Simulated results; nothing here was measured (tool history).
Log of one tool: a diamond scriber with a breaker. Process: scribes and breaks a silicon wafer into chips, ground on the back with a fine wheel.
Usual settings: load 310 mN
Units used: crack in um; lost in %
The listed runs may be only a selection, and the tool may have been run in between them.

run    hour  load  wafers since the last listed run  hours since the diamond tip was replaced  hours since the load on the tip was calibrated  incoming depth of the damage left on the back of the incoming wafer, um  crack   lost
  1     0.0   350                                 0                                     146.1                                           228.4                                                                     2.42   8.33   4.59
  2    60.1   350                               138                                     206.2                                           288.5                                                                     2.52   8.10   4.35
  3   101.1   375                                94                                     247.2                                           329.5                                                                     2.51   8.70   6.46
  4   125.6   259                                56                                     271.7                                           354.0                                                                     2.50   5.79  15.33
  5   173.8   310                               111                                     319.9                                           402.2                                                                     1.58   7.16   1.92
  6   223.6   271                               114                                     369.7                                           452.0                                                                     2.70   5.91  15.31
  7   248.6   271                                57                                     394.7                                           477.0                                                                     2.76   5.94  16.35
  8   293.4   271                               103                                     439.5                                           521.8                                                                     1.85   5.92  14.04
  9   321.0   310                                63                                     467.1                                           549.4                                                                     2.85   6.64   9.10
 10   361.7   310                                93                                     507.8                                           590.1                                                                     2.46   6.37   8.70
      398.5  -- diamond tip replaced by a new one
 11   423.0   337                               136                                      24.5                                           651.4                                                                     1.82   7.88   2.41
 12   486.0   310                               145                                      87.5                                           714.4                                                                     2.47   7.31   3.84
 13   523.0   310                                85                                     124.5                                           751.4                                                                     2.82   7.26   5.74
 14   587.9   310                               149                                     189.4                                           816.3                                                                     1.54   7.23   1.54
 15   629.3   254                                95                                     230.8                                           857.7                                                                     1.50   5.91  12.57
 16   657.5   254                                65                                     259.0                                           885.9                                                                     2.14   5.60  16.56
 17   710.1   287                               121                                     311.6                                           938.5                                                                     1.76   6.32   6.78
 18   763.6   287                               123                                     365.1                                           992.0                                                                     2.92   6.27  13.83
 19   796.7   287                                76                                     398.2                                          1025.1                                                                     2.12   6.47   9.72
      819.4  -- load on the tip recalibrated
 20   822.7   354                                55                                     424.2                                             3.3                                                                     2.62   7.47   4.27
      880.4  -- diamond tip replaced by a new one
 21   887.9   383                               145                                       7.5                                            68.5                                                                     2.53   8.80   7.46
 22   941.9   310                               124                                      61.5                                           122.5                                                                     1.92   7.10   2.18
 23   975.9   368                                78                                      95.5                                           156.5                                                                     2.34   8.65   4.96
 24  1016.3   376                                93                                     135.9                                           196.9                                                                     2.46   8.69   5.13
 25  1075.2   219                               135                                     194.8                                           255.8                                                                     2.30   4.88  34.32
 26  1123.6   310                               111                                     243.2                                           304.2                                                                     2.13   7.06   4.14
 27  1150.3   310                                61                                     269.9                                           330.9                                                                     1.56   6.98   2.45
 28  1215.0   364                               149                                     334.6                                           395.6                                                                     2.99   7.59   5.70
 29  1268.9   393                               124                                     388.5                                           449.5                                                                     1.92   8.27   3.61
     1315.5  -- diamond tip replaced by a new one
 30  1323.2   357                               120                                       7.7                                           503.8                                                                     2.37   8.17   4.96
 31  1394.4   372                               164                                      78.9                                           575.0                                                                     1.76   8.78   5.71
 32  1456.1   363                               142                                     140.6                                           636.7                                                                     2.54   8.68   6.10
 33  1522.6   310                               153                                     207.1                                           703.2                                                                     2.48   7.45   4.00
 34  1559.4   397                                84                                     243.9                                           740.0                                                                     2.40   9.04   8.71
 35  1590.0   399                                70                                     274.5                                           770.6                                                                     2.48   8.96   9.07
 36  1659.5   310                               160                                     344.0                                           840.1                                                                     2.24   6.89   4.26
 37  1686.8   310                                62                                     371.3                                           867.4                                                                     1.58   7.12   2.67
 38  1719.5   232                                75                                     404.0                                           900.1                                                                     2.94   4.86  38.73
 39  1748.4   342                                66                                     432.9                                           929.0                                                                     1.94   7.36   2.12
 40  1773.2   310                                57                                     457.7                                           953.8                                                                     2.75   6.58  10.18
 41  1829.4   310                               129                                     513.9                                          1010.0                                                                     2.30   6.28   8.35

What if the next run were any one of these 5? Each begins from the tool's condition after run 41:
  A  1830.0   220                                 1                                     514.5                                          1010.6                                                                     2.16      ?     ?
  B  1830.0   244                                 1                                     514.5                                          1010.6                                                                     2.16      ?     ?
  C  1830.0   338                                 1                                     514.5                                          1010.6                                                                     2.16      ?     ?
  D  1830.0   358                                 1                                     514.5                                          1010.6                                                                     2.16      ?     ?
  E  1830.0   378                                 1                                     514.5                                          1010.6                                                                     2.16      ?     ?

run  crack   lost
  A   4.55  49.02
  B   5.13  33.92
  C   7.13   4.34
  D   7.52   2.98
  E   7.90   2.77
The same runs, with their run-to-run variation unchanged, on a tool lacking any hidden condition would have given:
run  crack   lost
  A   5.31  29.60
  B   5.98  16.44
  C   8.32   3.64
  D   8.78   5.66
  E   9.22   8.47
